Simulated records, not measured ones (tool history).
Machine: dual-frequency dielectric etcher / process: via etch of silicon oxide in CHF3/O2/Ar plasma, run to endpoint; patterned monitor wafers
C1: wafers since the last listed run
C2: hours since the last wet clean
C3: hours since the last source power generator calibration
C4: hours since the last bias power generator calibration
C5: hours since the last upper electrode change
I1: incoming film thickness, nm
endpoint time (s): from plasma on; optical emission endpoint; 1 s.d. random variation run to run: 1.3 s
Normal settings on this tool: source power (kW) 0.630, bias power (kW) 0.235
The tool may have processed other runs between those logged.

Run 1, hour 0.0: usual settings but source power (kW) 0.750; C1 0; C2 296.8; C3 3127.6; C4 1004.9; C5 1598.4; I1 734.8. Result: endpoint time (s) 350.1.
Run 2, hour 38.5: usual settings but source power (kW) 0.750; C1 113; C2 335.3; C3 3166.1; C4 1043.4; C5 1636.9; I1 747.7. Result: endpoint time (s) 356.7.
Run 3, hour 95.8: usual settings but bias power (kW) 0.216; C1 169; C2 392.6; C3 3223.4; C4 1100.7; C5 1694.2; I1 738.7. Result: endpoint time (s) 396.0.
At hour 120.1: wet clean of the chamber.
Run 4, hour 163.9: usual settings but bias power (kW) 0.275; C1 130; C2 43.8; C3 3291.5; C4 1168.8; C5 1762.3; I1 741.6. Result: endpoint time (s) 345.2.
Run 5, hour 189.2: usual settings but bias power (kW) 0.275; C1 74; C2 69.1; C3 3316.8; C4 1194.1; C5 1787.6; I1 731.9. Result: endpoint time (s) 341.5.
Run 6, hour 248.1: usual settings; C1 174; C2 128.0; C3 3375.7; C4 1253.0; C5 1846.5; I1 735.4. Result: endpoint time (s) 373.3.
Run 7, hour 291.9: usual settings; C1 129; C2 171.8; C3 3419.5; C4 1296.8; C5 1890.3; I1 731.5. Result: endpoint time (s) 371.2.
Run 8, hour 327.2: usual settings but source power (kW) 0.570; C1 104; C2 207.1; C3 3454.8; C4 1332.1; C5 1925.6; I1 729.8. Result: endpoint time (s) 386.4.
Run 9, hour 356.2: usual settings; C1 85; C2 236.1; C3 3483.8; C4 1361.1; C5 1954.6; I1 738.7. Result: endpoint time (s) 374.6.
Run 10, hour 409.5: usual settings; C1 157; C2 289.4; C3 3537.1; C4 1414.4; C5 2007.9; I1 741.5. Result: endpoint time (s) 377.4.
Run 11, hour 459.5: usual settings; C1 147; C2 339.4; C3 3587.1; C4 1464.4; C5 2057.9; I1 744.8. Result: endpoint time (s) 379.0.
Run 12, hour 518.8: usual settings; C1 175; C2 398.7; C3 3646.4; C4 1523.7; C5 2117.2; I1 743.2. Result: endpoint time (s) 383.7.
At hour 566.6: upper electrode replaced.
Run 13, hour 567.1: usual settings; C1 71; C2 447.0; C3 3694.7; C4 1572.0; C5 0.5; I1 740.3. Result: endpoint time (s) 378.7.
Run 14, hour 610.9: usual settings; C1 129; C2 490.8; C3 3738.5; C4 1615.8; C5 44.3; I1 740.2. Result: endpoint time (s) 382.0.
At hour 648.7: wet clean of the chamber.
Run 15, hour 673.6: usual settings; C1 114; C2 24.9; C3 3801.2; C4 1678.5; C5 107.0; I1 735.8. Result: endpoint time (s) 373.7.
Run 16, hour 727.7: usual settings but source power (kW) 0.540, bias power (kW) 0.213; C1 159; C2 79.0; C3 3855.3; C4 1732.6; C5 161.1; I1 744.1. Result: endpoint time (s) 420.0.
At hour 774.9: source power generator calibrated.
Run 17, hour 775.8: usual settings but bias power (kW) 0.254; C1 130; C2 127.1; C3 0.9; C4 1780.7; C5 209.2; I1 738.6. Result: endpoint time (s) 360.5.
Run 18, hour 836.6: usual settings but source power (kW) 0.750, bias power (kW) 0.261; C1 179; C2 187.9; C3 61.7; C4 1841.5; C5 270.0; I1 734.3. Result: endpoint time (s) 330.4.
Run 19, hour 880.8: usual settings but source power (kW) 0.770, bias power (kW) 0.289; C1 130; C2 232.1; C3 105.9; C4 1885.7; C5 314.2; I1 741.5. Result: endpoint time (s) 318.6.
Run 20, hour 938.5: usual settings; C1 170; C2 289.8; C3 163.6; C4 1943.4; C5 371.9; I1 733.4. Result: endpoint time (s) 374.8.

What will run 21 give?
Run 21, hour 980.1: usual settings; C1 123; C2 331.4; C3 205.2; C4 1985.0; C5 413.5; I1 737.3. Result: endpoint time (s) ?.

{"run 21": {"endpoint time (s)": 379.5}}
Minus the tool's unlogged condition, the same run would have read endpoint time (s) 364.7.

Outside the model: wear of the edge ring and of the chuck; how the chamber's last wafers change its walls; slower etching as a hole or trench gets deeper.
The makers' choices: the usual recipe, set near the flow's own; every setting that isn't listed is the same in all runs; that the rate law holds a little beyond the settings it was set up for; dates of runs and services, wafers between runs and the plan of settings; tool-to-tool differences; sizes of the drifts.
